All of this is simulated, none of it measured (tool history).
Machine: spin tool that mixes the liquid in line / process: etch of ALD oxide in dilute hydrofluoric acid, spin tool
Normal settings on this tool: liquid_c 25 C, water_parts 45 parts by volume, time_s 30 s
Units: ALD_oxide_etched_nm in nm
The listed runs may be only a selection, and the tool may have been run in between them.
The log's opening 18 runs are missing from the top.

| run | hour | liquid_c | water_parts | time_s | read-back film thickness of the ALD oxide reference wafer, read on the same gauge (nm) | ALD_oxide_etched_nm |
|---|---|---|---|---|---|---|
| 19 | 1379.9 | 29.5 | 45 | 15 | 30.02 | 11.05 |
|  | 1387.9 | hydrofluoric acid flow meter replaced |
| 20 | 1433.5 | 25 | 35 | 30 | 30.01 | 24.08 |
| 21 | 1496.2 | 28 | 35 | 25 | 30.02 | 22.49 |
| 22 | 1593.4 | 20 | 45 | 15 | 29.99 | 7.42 |
| 23 | 1693.1 | 25 | 55 | 30 | 30.03 | 14.69 |
|  | 1765.9 | thermometer replaced |
| 24 | 1780.6 | 25 | 35 | 40 | 29.97 | 32.48 |
| 25 | 1839.4 | 25 | 45 | 30 | 29.98 | 18.49 |
| 26 | 1944.7 | 25 | 45 | 30 | 30.04 | 18.34 |
| 27 | 2012.3 | 23 | 35 | 15 | 29.96 | 11.06 |
| 28 | 2057.8 | 20.5 | 45 | 50 | 30 | 25.15 |
| 29 | 2121.5 | 26.5 | 45 | 20 | 29.97 | 13.05 |
| 30 | 2160.3 | 29 | 65 | 50 | 30.01 | 24.01 |
| 31 | 2260 | 21 | 30 | 15 | 29.98 | 11.74 |
|  | 2316.6 | thermometer replaced |
| 32 | 2346.6 | 25 | 45 | 30 | 29.98 | 18.72 |
| 33 | 2416 | 23 | 35 | 40 | 30.03 | 29.8 |

What if the next run were any one of these 5? Each begins from the tool's condition after run 33:
| A | 2416.4 | 25 | 45 | 30 | ? | ? |
| B | 2416.4 | 20.5 | 35 | 25 | ? | ? |
| C | 2416.4 | 20.5 | 30 | 45 | ? | ? |
| D | 2416.4 | 28.5 | 35 | 15 | ? | ? |
| E | 2416.4 | 28.5 | 35 | 40 | ? | ? |

| run | read-back film thickness of the ALD oxide reference wafer, read on the same gauge (nm) | ALD_oxide_etched_nm |
|---|---|---|
| A | 30 | 18.61 |
| B | 30 | 16.72 |
| C | 30 | 35.33 |
| D | 30 | 13.99 |
| E | 30 | 37.32 |
What these runs would have given with no unlogged condition in the tool:
| run | ALD_oxide_etched_nm |
|---|---|
| A | 18.78 |
| B | 16.88 |
| C | 35.67 |
| D | 14.12 |
| E | 37.65 |

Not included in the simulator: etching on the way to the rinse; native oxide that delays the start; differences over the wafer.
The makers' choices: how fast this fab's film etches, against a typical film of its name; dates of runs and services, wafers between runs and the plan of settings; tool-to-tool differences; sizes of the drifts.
